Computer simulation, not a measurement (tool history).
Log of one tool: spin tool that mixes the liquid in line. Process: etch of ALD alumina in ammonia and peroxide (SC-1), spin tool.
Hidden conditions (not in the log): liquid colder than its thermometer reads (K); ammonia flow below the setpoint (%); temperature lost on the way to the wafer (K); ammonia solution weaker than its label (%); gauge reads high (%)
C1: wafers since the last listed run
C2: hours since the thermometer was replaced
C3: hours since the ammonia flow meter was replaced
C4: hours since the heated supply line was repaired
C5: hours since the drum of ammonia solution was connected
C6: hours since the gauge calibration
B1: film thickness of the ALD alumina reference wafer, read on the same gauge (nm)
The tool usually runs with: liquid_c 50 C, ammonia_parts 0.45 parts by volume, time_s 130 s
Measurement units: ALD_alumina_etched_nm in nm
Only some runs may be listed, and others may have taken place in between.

run 1 day=0 | liquid_c=50 ammonia_parts=0.45 time_s=130 | C1=0 C2=1499.8 C3=365.9 C4=167.6 C5=246.9 C6=1620.3 | B1=50.02 | ALD_alumina_etched_nm=8.27
run 2 day=1.55 | liquid_c=40.5 ammonia_parts=0.35 time_s=130 | C1=194 C2=1537 C3=403.1 C4=204.8 C5=284.1 C6=1657.5 | B1=50 | ALD_alumina_etched_nm=4.69
run 3 day=3.354 | liquid_c=50 ammonia_parts=0.45 time_s=200 | C1=226 C2=1580.3 C3=446.4 C4=248.1 C5=327.4 C6=1700.8 | B1=50 | ALD_alumina_etched_nm=12.68
-- day=5.362 thermometer replaced
run 4 day=6.088 | liquid_c=50 ammonia_parts=0.45 time_s=130 | C1=337 C2=17.4 C3=512 C4=313.7 C5=393 C6=1766.4 | B1=50 | ALD_alumina_etched_nm=7.87
run 5 day=8.108 | liquid_c=45.5 ammonia_parts=0.45 time_s=130 | C1=253 C2=65.9 C3=560.5 C4=362.2 C5=441.5 C6=1814.9 | B1=50 | ALD_alumina_etched_nm=6.12
run 6 day=10.317 | liquid_c=45 ammonia_parts=0.6 time_s=190 | C1=277 C2=118.9 C3=613.5 C4=415.2 C5=494.5 C6=1867.9 | B1=49.99 | ALD_alumina_etched_nm=8.88
-- day=11.179 new drum of ammonia solution connected
run 7 day=12.896 | liquid_c=46.5 ammonia_parts=0.4 time_s=130 | C1=318 C2=180.8 C3=675.4 C4=477.1 C5=41.2 C6=1929.8 | B1=50 | ALD_alumina_etched_nm=6.38
run 8 day=14.629 | liquid_c=50 ammonia_parts=0.25 time_s=130 | C1=217 C2=222.4 C3=717 C4=518.7 C5=82.8 C6=1971.4 | B1=49.99 | ALD_alumina_etched_nm=7.39
run 9 day=15.638 | liquid_c=50 ammonia_parts=0.45 time_s=130 | C1=126 C2=246.6 C3=741.2 C4=542.9 C5=107 C6=1995.6 | B1=50.01 | ALD_alumina_etched_nm=7.9
run 10 day=17.508 | liquid_c=45 ammonia_parts=0.6 time_s=190 | C1=234 C2=291.5 C3=786.1 C4=587.8 C5=151.9 C6=2040.5 | B1=50.02 | ALD_alumina_etched_nm=8.86
run 11 day=18.754 | liquid_c=45.5 ammonia_parts=0.5 time_s=190 | C1=156 C2=321.4 C3=816 C4=617.7 C5=181.8 C6=2070.4 | B1=50.02 | ALD_alumina_etched_nm=8.99
-- day=18.871 gauge calibrated
run 12 day=20.454 | liquid_c=50 ammonia_parts=0.45 time_s=130 | C1=213 C2=362.2 C3=856.8 C4=658.5 C5=222.6 C6=38 | B1=50.03 | ALD_alumina_etched_nm=7.79
run 13 day=22.262 | liquid_c=45.5 ammonia_parts=0.45 time_s=170 | C1=226 C2=405.6 C3=900.2 C4=701.9 C5=266 C6=81.4 | B1=49.99 | ALD_alumina_etched_nm=7.94
run 14 day=23.792 | liquid_c=43 ammonia_parts=0.45 time_s=180 | C1=191 C2=442.3 C3=936.9 C4=738.6 C5=302.7 C6=118.1 | B1=50.01 | ALD_alumina_etched_nm=7.25
run 15 day=25.471 | liquid_c=50 ammonia_parts=0.45 time_s=195 | C1=210 C2=482.6 C3=977.2 C4=778.9 C5=343 C6=158.4 | B1=50.02 | ALD_alumina_etched_nm=11.63
-- day=26.767 thermometer replaced, repeated, since the last time left the tool worse
run 16 day=27.821 | liquid_c=50 ammonia_parts=0.45 time_s=130 | C1=289 C2=25.3 C3=1033.6 C4=835.3 C5=399.4 C6=214.8 | B1=49.99 | ALD_alumina_etched_nm=8.57
run 17 day=30 | liquid_c=47.5 ammonia_parts=0.45 time_s=80 | C1=273 C2=77.6 C3=1085.9 C4=887.6 C5=451.7 C6=267.1 | B1=50 | ALD_alumina_etched_nm=4.62
run 18 day=31.508 | liquid_c=50 ammonia_parts=0.45 time_s=130 | C1=189 C2=113.8 C3=1122.1 C4=923.8 C5=487.9 C6=303.3 | B1=50.01 | ALD_alumina_etched_nm=8.61
run 19 day=32.908 | liquid_c=40.5 ammonia_parts=0.45 time_s=200 | C1=175 C2=147.4 C3=1155.7 C4=957.4 C5=521.5 C6=336.9 | B1=49.99 | ALD_alumina_etched_nm=7.66
-- day=33.271 new drum of ammonia solution connected
run 20 day=34.883 | liquid_c=57.5 ammonia_parts=0.4 time_s=205 | C1=242 C2=194.8 C3=1203.1 C4=1004.8 C5=38.7 C6=384.3 | B1=49.98 | ALD_alumina_etched_nm=20.01
run 21 day=36.6 | liquid_c=56 ammonia_parts=0.45 time_s=130 | C1=215 C2=236 C3=1244.3 C4=1046 C5=79.9 C6=425.5 | B1=49.99 | ALD_alumina_etched_nm=11.82
run 22 day=38.538 | liquid_c=54.5 ammonia_parts=0.3 time_s=105 | C1=243 C2=282.5 C3=1290.8 C4=1092.5 C5=126.4 C6=472 | B1=49.99 | ALD_alumina_etched_nm=8.46
run 23 day=40.746 | liquid_c=50 ammonia_parts=0.45 time_s=130 | C1=277 C2=335.5 C3=1343.8 C4=1145.5 C5=179.4 C6=525 | B1=50.01 | ALD_alumina_etched_nm=8.51
run 24 day=42.571 | liquid_c=50 ammonia_parts=0.45 time_s=130 | C1=229 C2=379.3 C3=1387.6 C4=1189.3 C5=223.2 C6=568.8 | B1=49.99 | ALD_alumina_etched_nm=8.47
run 25 day=45 | liquid_c=50 ammonia_parts=0.45 time_s=130 | C1=304 C2=437.6 C3=1445.9 C4=1247.6 C5=281.5 C6=627.1 | B1=50.02 | ALD_alumina_etched_nm=8.57
run 26 day=46.062 | liquid_c=50 ammonia_parts=0.45 time_s=210 | C1=133 C2=463.1 C3=1471.4 C4=1273.1 C5=307 C6=652.6 | B1=50.01 | ALD_alumina_etched_nm=13.69

What was the tool's hidden state at every run in the log?
ammonia flow below the setpoint (%): 0 in every run
temperature lost on the way to the wafer (K): 0 in every run
ammonia solution weaker than its label (%): 0 in every run
gauge reads high (%): 0 in every run
H1: liquid colder than its thermometer reads (K)
run=1 H1=0.849
run=2 H1=0.869
run=3 H1=0.893
run=4 H1=1.67
run=5 H1=1.7
run=6 H1=1.73
run=7 H1=1.76
run=8 H1=1.78
run=9 H1=1.8
run=10 H1=1.82
run=11 H1=1.84
run=12 H1=1.86
run=13 H1=1.89
run=14 H1=1.91
run=15 H1=1.93
run=16 H1=0.13
run=17 H1=0.159
run=18 H1=0.179
run=19 H1=0.198
run=20 H1=0.224
run=21 H1=0.247
run=22 H1=0.273
run=23 H1=0.302
run=24 H1=0.326
run=25 H1=0.359
run=26 H1=0.373
